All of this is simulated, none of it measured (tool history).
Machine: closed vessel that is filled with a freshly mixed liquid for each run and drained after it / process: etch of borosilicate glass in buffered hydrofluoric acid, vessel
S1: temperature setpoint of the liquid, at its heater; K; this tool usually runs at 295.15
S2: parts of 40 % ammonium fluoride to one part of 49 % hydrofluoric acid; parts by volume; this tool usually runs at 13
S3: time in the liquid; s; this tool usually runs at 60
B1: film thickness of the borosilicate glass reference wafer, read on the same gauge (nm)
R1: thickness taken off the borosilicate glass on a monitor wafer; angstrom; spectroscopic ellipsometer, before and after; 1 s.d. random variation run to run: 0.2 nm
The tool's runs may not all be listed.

Run 1, day 0: usual settings; B1 119.99. Result: R1 435.7 angstrom.
Run 2, day 1.254: usual settings; B1 119.95. Result: R1 433 angstrom.
Run 3, day 1.796: usual settings but S1 293.65 K; B1 120. Result: R1 396.2 angstrom.
Run 4, day 2.317: usual settings; B1 120. Result: R1 431.3 angstrom.
Run 5, day 3.317: usual settings; B1 119.99. Result: R1 433 angstrom.
Run 6, day 3.838: usual settings; B1 120. Result: R1 431.5 angstrom.
Run 7, day 4.95: usual settings; B1 120.02. Result: R1 430.8 angstrom.
Run 8, day 5.875: usual settings; B1 119.98. Result: R1 431 angstrom.
Run 9, day 6.796: usual settings but S1 291.65 K; B1 120. Result: R1 353.1 angstrom.
Run 10, day 7.842: usual settings but S1 291.65 K; B1 120.05. Result: R1 352.2 angstrom.
Run 11, day 8.588: usual settings but S1 291.65 K; B1 120.02. Result: R1 353.8 angstrom.
Run 12, day 9.717: usual settings; B1 119.95. Result: R1 429.1 angstrom.
Run 13, day 10.525: usual settings; B1 120. Result: R1 430.3 angstrom.
Run 14, day 11.688: usual settings; B1 120.04. Result: R1 427.2 angstrom.
Run 15, day 12.842: usual settings; B1 119.99. Result: R1 423.8 angstrom.
At day 15.304: gauge calibrated.
Run 16, day 16.921: usual settings; B1 120.06. Result: R1 422.7 angstrom.
Run 17, day 17.733: usual settings but S1 292.15 K, S2 9.5 parts by volume, S3 80 s; B1 119.95. Result: R1 643.3 angstrom.
Run 18, day 18.508: usual settings but S1 292.65 K, S2 9.5 parts by volume, S3 70 s; B1 120.02. Result: R1 573.6 angstrom.
Run 19, day 19.475: usual settings but S2 8.5 parts by volume; B1 119.98. Result: R1 627.9 angstrom.
At day 20.146: hydrofluoric acid flow meter replaced.
Run 20, day 20.458: usual settings but S3 70 s; B1 120. Result: R1 488.5 angstrom.
At day 21.212: thermometer replaced.
Run 21, day 21.358: usual settings but S1 298.15 K, S2 10 parts by volume; B1 119.98. Result: R1 717.2 angstrom.
Run 22, day 22.483: usual settings but S2 8.5 parts by volume; B1 120.01. Result: R1 699.5 angstrom.
Run 23, day 23.375: usual settings; B1 119.99. Result: R1 474.2 angstrom.
Run 24, day 24.846: usual settings but S1 293.15 K, S2 18 parts by volume, S3 45 s; B1 119.98. Result: R1 229.3 angstrom.
Run 25, day 25.729: usual settings; B1 120. Result: R1 467.5 angstrom.
Run 26, day 26.883: usual settings; B1 120.01. Result: R1 470.2 angstrom.
Run 27, day 27.717: usual settings; B1 119.98. Result: R1 469 angstrom.
Run 28, day 29.042: usual settings but S1 299.65 K, S2 17.5 parts by volume, S3 75 s; B1 120.01. Result: R1 556.5 angstrom.
Run 29, day 30.3: usual settings but S1 298.65 K; B1 120.05. Result: R1 567.3 angstrom.
Run 30, day 31.512: usual settings; B1 120.03. Result: R1 467.9 angstrom.
Run 31, day 32.862: usual settings; B1 119.98. Result: R1 469.5 angstrom.
Run 32, day 33.608: usual settings but S1 293.65 K, S2 8.5 parts by volume; B1 119.98. Result: R1 633.4 angstrom.
Run 33, day 34.317: usual settings but S3 30 s; B1 119.93. Result: R1 232.1 angstrom.
Run 34, day 35.504: usual settings but S1 297.65 K, S2 9.5 parts by volume; B1 119.98. Result: R1 714.5 angstrom.

Alternative continuations, all from the tool just after run 34; predict every row:
Run A, day 35.533: usual settings but S3 45 s; B1 ?. Result: R1 ?.
Run B, day 35.533: usual settings but S1 291.15 K, S2 16 parts by volume, S3 80 s; B1 ?. Result: R1 ?.
Run C, day 35.533: usual settings but S2 9 parts by volume, S3 90 s; B1 ?. Result: R1 ?.

run      B1     R1
  A  119.98  346.5
  B  119.98  402.3
  C  119.98  961.5
Stripped of hidden state, with their random variation kept, the same runs would have yielded:
run     R1
  A  354.7
  B    412
  C  984.1
